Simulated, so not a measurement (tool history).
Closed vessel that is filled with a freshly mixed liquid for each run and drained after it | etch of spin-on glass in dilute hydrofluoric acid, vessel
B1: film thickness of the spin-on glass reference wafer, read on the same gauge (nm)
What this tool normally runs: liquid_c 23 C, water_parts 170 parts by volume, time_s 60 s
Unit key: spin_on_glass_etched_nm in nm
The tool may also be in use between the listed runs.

Run 1, hour 0: usual settings but time_s 90 s; B1 50.02. Result: spin_on_glass_etched_nm 17.7 nm.
Run 2, hour 41.1: usual settings but time_s 90 s; B1 50.03. Result: spin_on_glass_etched_nm 17.83 nm.
Run 3, hour 100.8: usual settings but time_s 90 s; B1 49.99. Result: spin_on_glass_etched_nm 17.86 nm.
Run 4, hour 149: usual settings but liquid_c 21 C, time_s 75 s; B1 50.02. Result: spin_on_glass_etched_nm 13.99 nm.
Run 5, hour 204.5: usual settings but liquid_c 21 C, time_s 75 s; B1 50. Result: spin_on_glass_etched_nm 13.9 nm.
Run 6, hour 257.6: usual settings but liquid_c 21 C, time_s 75 s; B1 50.02. Result: spin_on_glass_etched_nm 14.24 nm.
Run 7, hour 303.5: usual settings; B1 49.99. Result: spin_on_glass_etched_nm 12.37 nm.
Run 8, hour 353.6: usual settings; B1 49.97. Result: spin_on_glass_etched_nm 12.45 nm.
Run 9, hour 397.7: usual settings but water_parts 135 parts by volume; B1 50.02. Result: spin_on_glass_etched_nm 16.33 nm.
Run 10, hour 466.2: usual settings; B1 49.99. Result: spin_on_glass_etched_nm 12.67 nm.
At hour 471.5: thermometer replaced.
At hour 479: gauge calibrated.
Run 11, hour 496.9: usual settings; B1 49.99. Result: spin_on_glass_etched_nm 11.75 nm.
Run 12, hour 533.8: usual settings but water_parts 210 parts by volume, time_s 35 s; B1 49.99. Result: spin_on_glass_etched_nm 5.32 nm.
Run 13, hour 593.6: usual settings but liquid_c 24.5 C, water_parts 195 parts by volume, time_s 35 s; B1 50. Result: spin_on_glass_etched_nm 6.08 nm.
At hour 620.8: hydrofluoric acid flow meter replaced.
Run 14, hour 625.7: usual settings but water_parts 115 parts by volume; B1 50. Result: spin_on_glass_etched_nm 16.72 nm.
Run 15, hour 752.7: usual settings but liquid_c 21 C, water_parts 240 parts by volume, time_s 35 s; B1 49.99. Result: spin_on_glass_etched_nm 3.85 nm.
Run 16, hour 779.3: usual settings but liquid_c 21 C, water_parts 105 parts by volume, time_s 30 s; B1 50. Result: spin_on_glass_etched_nm 8.75 nm.
Run 17, hour 842.4: usual settings but liquid_c 21 C, water_parts 240 parts by volume, time_s 35 s; B1 50.02. Result: spin_on_glass_etched_nm 3.89 nm.
Run 18, hour 873.9: usual settings but liquid_c 21 C, water_parts 105 parts by volume, time_s 50 s; B1 49.99. Result: spin_on_glass_etched_nm 14.75 nm.
Run 19, hour 906.3: usual settings but liquid_c 21.5 C, water_parts 240 parts by volume, time_s 35 s; B1 50.01. Result: spin_on_glass_etched_nm 4.06 nm.
Run 20, hour 934.8: usual settings but liquid_c 24.5 C; B1 49.98. Result: spin_on_glass_etched_nm 11.79 nm.

Each row is a separate what-if for the run after 20, all from the same tool condition, not one after another. Results?
Run A, hour 935.5: usual settings; B1 ?. Result: spin_on_glass_etched_nm ?.
Run B, hour 935.5: usual settings but liquid_c 19 C; B1 ?. Result: spin_on_glass_etched_nm ?.
Run C, hour 935.5: usual settings but liquid_c 20 C; B1 ?. Result: spin_on_glass_etched_nm ?.
Run D, hour 935.5: usual settings but time_s 70 s; B1 ?. Result: spin_on_glass_etched_nm ?.
Run E, hour 935.5: usual settings but time_s 95 s; B1 ?. Result: spin_on_glass_etched_nm ?.

run     B1  spin_on_glass_etched_nm
  A  50.01                    10.99
  B  50.01                     9.41
  C  50.01                     9.79
  D  50.01                    12.82
  E  50.01                     17.4
With the hidden condition removed and each run's random variation left untouched, the same runs would have given:
run  spin_on_glass_etched_nm
  A                    10.18
  B                     8.71
  C                     9.06
  D                    11.88
  E                    16.12
